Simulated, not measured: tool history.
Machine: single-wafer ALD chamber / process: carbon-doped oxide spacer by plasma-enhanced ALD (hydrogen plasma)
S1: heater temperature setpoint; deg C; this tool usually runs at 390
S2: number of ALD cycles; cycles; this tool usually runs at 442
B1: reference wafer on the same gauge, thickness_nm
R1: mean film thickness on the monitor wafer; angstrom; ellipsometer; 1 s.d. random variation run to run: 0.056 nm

run	day	S1	S2	B1	R1
1	0	385	442	23.495	222.44
2	1.367	385	442	23.502	222.45
3	3.233	385	442	23.48	222.78
4	6.004	384	404	23.484	203.25
5	7.138	384	404	23.486	203.41
6	9.258	390	442	23.501	222.3
7	11.638	395	442	23.498	222.56
8	14.071	395	442	23.501	222.59
9	15.246	382	442	23.501	222.13
10	17.471	382	442	23.51	222.4
11	19.754	404	489	23.494	242.73
12	22.317	390	442	23.52	222.57
13	24.812	402	374	23.514	186.37
14	26.988	404	442	23.499	218.23

Run 15, settings as shown, results not yet in. Your forecast:
# day 28.879: thermocouple changed; heater temperature recalibrated
15	28.9	386	527	?	?

Run 15 produced B1 23.504, R1 264.21 angstrom.
Take away the tool's hidden state, keep the run-to-run variation as it was, and the same run would have given R1 264.21 angstrom.
